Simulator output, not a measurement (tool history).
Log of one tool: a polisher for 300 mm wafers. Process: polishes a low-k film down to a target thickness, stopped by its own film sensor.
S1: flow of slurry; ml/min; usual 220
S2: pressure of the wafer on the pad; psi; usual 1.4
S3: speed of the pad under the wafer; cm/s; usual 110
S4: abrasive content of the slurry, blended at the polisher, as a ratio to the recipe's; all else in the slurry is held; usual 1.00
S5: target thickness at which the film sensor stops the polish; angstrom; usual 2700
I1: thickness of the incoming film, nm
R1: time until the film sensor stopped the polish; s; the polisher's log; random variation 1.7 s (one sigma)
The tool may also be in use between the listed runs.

run,hour,S1,S2,S3,S4,S5,I1,R1
1,0.0,250,1.4,110,1.00,2700,298.0,85.0
2,28.6,250,1.4,110,1.00,2700,301.9,93.1
3,52.9,250,1.4,110,1.00,2700,300.6,88.6
4,77.1,220,1.4,140,1.00,2700,300.8,76.7
5,107.7,220,1.4,86,1.00,2700,299.4,105.5
6,136.7,220,1.0,110,1.00,2700,299.5,125.3
7,165.5,180,1.4,126,1.00,2660,300.0,91.0
8,181.7,220,1.4,110,1.00,2640,297.5,99.3
9,195.6,185,1.0,110,1.15,2770,303.4,101.4
10,221.1,220,1.4,110,1.00,2700,300.3,92.6
11,249.6,220,1.4,110,1.00,2700,301.4,96.4
12,292.5,220,1.4,110,0.70,2700,298.9,120.4
13,324.7,220,1.4,110,1.00,2700,301.2,94.0
14,360.4,220,1.4,110,1.10,2700,298.9,80.9
15,385.1,220,1.4,110,1.00,2700,303.2,100.5
16,398.0,220,1.4,110,1.00,2700,299.8,92.4
17,418.0,295,1.4,130,1.00,2700,303.5,86.3
18,451.1,265,1.4,110,1.00,2700,299.9,88.5
19,470.1,155,1.4,110,1.00,2700,304.6,105.6
20,508.5,180,1.1,84,1.00,2770,298.0,103.9
21,539.6,285,1.4,78,0.75,2700,301.5,150.8
22,554.1,280,1.8,110,1.00,2620,304.6,95.9
23,582.5,160,1.4,90,1.00,2600,305.4,166.2
24,596.8,220,1.4,110,0.70,2700,303.4,142.2
25,632.7,245,1.8,110,1.00,2700,299.2,69.4

Taken out of this log: 10 entries between the listed runs. Where each belongs, and how the hidden state differs across it:
Between runs 2 and 3: slurry blender recalibrated (hour 45.7)
  no hidden state differs between the two runs
Between runs 4 and 5: conditioning disc replaced and pad reconditioned (hour 96.6)
  no hidden state differs between the two runs
Between runs 5 and 6: worn pad replaced by a new one (hour 136.2)
  no hidden state differs between the two runs
Between runs 10 and 11: slurry nozzle cleaned (hour 226.1)
  no hidden state differs between the two runs
Between runs 12 and 13: conditioning disc replaced and pad reconditioned (hour 302.2)
  no hidden state differs between the two runs
Between runs 13 and 14: worn pad replaced by a new one (hour 353.4)
  no hidden state differs between the two runs
Between runs 18 and 19: slurry blender recalibrated (hour 462.7)
  no hidden state differs between the two runs
Between runs 20 and 21: conditioning disc replaced and pad reconditioned (hour 528.7)
  no hidden state differs between the two runs
Between runs 22 and 23: worn pad replaced by a new one (hour 562.8)
  no hidden state differs between the two runs
Between runs 24 and 25: slurry nozzle cleaned (hour 632.2)
  no hidden state differs between the two runs
